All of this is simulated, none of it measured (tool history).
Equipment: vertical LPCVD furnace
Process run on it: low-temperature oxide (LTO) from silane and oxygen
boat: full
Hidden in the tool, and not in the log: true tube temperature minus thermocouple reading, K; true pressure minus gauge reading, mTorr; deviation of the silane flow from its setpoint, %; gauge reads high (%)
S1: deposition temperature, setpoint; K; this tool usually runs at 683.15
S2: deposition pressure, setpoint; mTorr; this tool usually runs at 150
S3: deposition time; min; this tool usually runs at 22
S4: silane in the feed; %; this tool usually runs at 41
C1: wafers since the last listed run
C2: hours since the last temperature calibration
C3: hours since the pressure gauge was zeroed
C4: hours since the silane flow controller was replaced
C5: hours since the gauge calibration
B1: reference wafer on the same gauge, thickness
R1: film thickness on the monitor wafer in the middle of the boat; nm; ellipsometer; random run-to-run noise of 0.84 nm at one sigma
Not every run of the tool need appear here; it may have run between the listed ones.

run 1 hour=0 | S1=683.15 S2=165 S3=22 S4=41 | C1=0 C2=2418 C3=779.7 C4=4281.6 C5=1541.3 | B1=182.13 | R1=191.9
run 2 hour=47.2 | S1=683.15 S2=150 S3=19 S4=41 | C1=827 C2=2465.2 C3=826.9 C4=4328.8 C5=1588.5 | B1=182.35 | R1=150.41
run 3 hour=98.1 | S1=683.15 S2=150 S3=22 S4=41 | C1=892 C2=2516.1 C3=877.8 C4=4379.7 C5=1639.4 | B1=182.36 | R1=174.29
run 4 hour=225.8 | S1=683.15 S2=150 S3=22 S4=41 | C1=2239 C2=2643.8 C3=1005.5 C4=4507.4 C5=1767.1 | B1=183.29 | R1=174.4
run 5 hour=310.4 | S1=683.15 S2=150 S3=22 S4=41 | C1=1483 C2=2728.4 C3=1090.1 C4=4592 C5=1851.7 | B1=183.46 | R1=175.64
run 6 hour=346.9 | S1=683.15 S2=150 S3=22 S4=41 | C1=640 C2=2764.9 C3=1126.6 C4=4628.5 C5=1888.2 | B1=183.62 | R1=177.06
run 7 hour=389.8 | S1=683.15 S2=150 S3=22 S4=41 | C1=752 C2=2807.8 C3=1169.5 C4=4671.4 C5=1931.1 | B1=184.19 | R1=175.73
run 8 hour=514.2 | S1=683.15 S2=150 S3=22 S4=41 | C1=2181 C2=2932.2 C3=1293.9 C4=4795.8 C5=2055.5 | B1=183.74 | R1=176.86
run 9 hour=559.4 | S1=683.15 S2=150 S3=22 S4=41 | C1=792 C2=2977.4 C3=1339.1 C4=4841 C5=2100.7 | B1=184.15 | R1=175.54
run 10 hour=600.4 | S1=683.15 S2=150 S3=22 S4=41 | C1=719 C2=3018.4 C3=1380.1 C4=4882 C5=2141.7 | B1=184.2 | R1=176.36
run 11 hour=641.8 | S1=683.15 S2=150 S3=22 S4=41 | C1=726 C2=3059.8 C3=1421.5 C4=4923.4 C5=2183.1 | B1=184.16 | R1=174.93
-- hour=710.6 thermocouples replaced and temperature profile calibrated
run 12 hour=756 | S1=683.15 S2=150 S3=22 S4=41 | C1=1581 C2=45.4 C3=1535.7 C4=5037.6 C5=2297.3 | B1=185.17 | R1=175.67
run 13 hour=805.1 | S1=683.15 S2=150 S3=22 S4=41 | C1=861 C2=94.5 C3=1584.8 C4=5086.7 C5=2346.4 | B1=185.17 | R1=178.49
run 14 hour=854.8 | S1=683.15 S2=150 S3=22 S4=41 | C1=871 C2=144.2 C3=1634.5 C4=5136.4 C5=2396.1 | B1=185.55 | R1=174.87
run 15 hour=920 | S1=683.15 S2=160 S3=22 S4=37 | C1=1143 C2=209.4 C3=1699.7 C4=5201.6 C5=2461.3 | B1=185.73 | R1=166.89
-- hour=953 pressure gauge zeroed
run 16 hour=1011.9 | S1=683.15 S2=150 S3=22 S4=41 | C1=1190 C2=301.3 C3=58.9 C4=5293.5 C5=2553.2 | B1=185.92 | R1=176.95
run 17 hour=1054.1 | S1=683.15 S2=165 S3=22 S4=41 | C1=740 C2=343.5 C3=101.1 C4=5335.7 C5=2595.4 | B1=185.9 | R1=193.99
run 18 hour=1152.8 | S1=683.15 S2=150 S3=22 S4=49 | C1=1730 C2=442.2 C3=199.8 C4=5434.4 C5=2694.1 | B1=186.76 | R1=213.99
run 19 hour=1235.7 | S1=683.15 S2=150 S3=22 S4=36 | C1=1453 C2=525.1 C3=282.7 C4=5517.3 C5=2777 | B1=187.02 | R1=150.3
run 20 hour=1334.2 | S1=683.15 S2=150 S3=22 S4=41 | C1=1727 C2=623.6 C3=381.2 C4=5615.8 C5=2875.5 | B1=187.15 | R1=178.43
run 21 hour=1439.6 | S1=683.15 S2=135 S3=22 S4=41 | C1=1848 C2=729 C3=486.6 C4=5721.2 C5=2980.9 | B1=187.34 | R1=160.43
-- hour=1489.4 silane flow controller replaced
-- hour=1496.2 gauge calibrated
run 22 hour=1529.2 | S1=692.15 S2=150 S3=22 S4=41 | C1=1150 C2=818.6 C3=576.2 C4=39.8 C5=33 | B1=175.44 | R1=184.69
run 23 hour=1615.8 | S1=679.15 S2=180 S3=28.5 S4=43 | C1=1518 C2=905.2 C3=662.8 C4=126.4 C5=119.6 | B1=175.82 | R1=262.92
run 24 hour=1701.9 | S1=683.15 S2=185 S3=13.5 S4=41 | C1=1509 C2=991.3 C3=748.9 C4=212.5 C5=205.7 | B1=176.16 | R1=126.44
run 25 hour=1958.3 | S1=683.15 S2=150 S3=22 S4=41 | C1=4496 C2=1247.7 C3=1005.3 C4=468.9 C5=462.1 | B1=176.59 | R1=169.72
run 26 hour=2003.7 | S1=683.15 S2=140 S3=18.5 S4=41 | C1=796 C2=1293.1 C3=1050.7 C4=514.3 C5=507.5 | B1=177.39 | R1=134.02
run 27 hour=2050 | S1=679.15 S2=130 S3=22 S4=41 | C1=811 C2=1339.4 C3=1097 C4=560.6 C5=553.8 | B1=177.69 | R1=140.43
run 28 hour=2092.7 | S1=683.15 S2=150 S3=22 S4=37 | C1=748 C2=1382.1 C3=1139.7 C4=603.3 C5=596.5 | B1=177.46 | R1=150.19
run 29 hour=2179.7 | S1=674.15 S2=160 S3=30.5 S4=41 | C1=1525 C2=1469.1 C3=1226.7 C4=690.3 C5=683.5 | B1=177.58 | R1=226.49
run 30 hour=2246.2 | S1=683.15 S2=150 S3=22 S4=41 | C1=1166 C2=1535.6 C3=1293.2 C4=756.8 C5=750 | B1=178.15 | R1=169.85
run 31 hour=2288.4 | S1=678.15 S2=120 S3=22 S4=41 | C1=740 C2=1577.8 C3=1335.4 C4=799 C5=792.2 | B1=178.58 | R1=129.04

Each run again, without the hidden state but with its own random variation kept:
run=1 R1=185.24
run=2 R1=145.05
run=3 R1=167.92
run=4 R1=167.61
run=5 R1=168.53
run=6 R1=169.77
run=7 R1=168.36
run=8 R1=169.03
run=9 R1=167.62
run=10 R1=168.27
run=11 R1=166.78
run=12 R1=167.12
run=13 R1=169.64
run=14 R1=166.05
run=15 R1=158.27
run=16 R1=167.52
run=17 R1=183.5
run=18 R1=202.04
run=19 R1=141.69
run=20 R1=167.89
run=21 R1=150.66
run=22 R1=185.21
run=23 R1=263.19
run=24 R1=126.35
run=25 R1=168.74
run=26 R1=133.13
run=27 R1=139.36
run=28 R1=148.92
run=29 R1=224.19
run=30 R1=167.9
run=31 R1=127.45
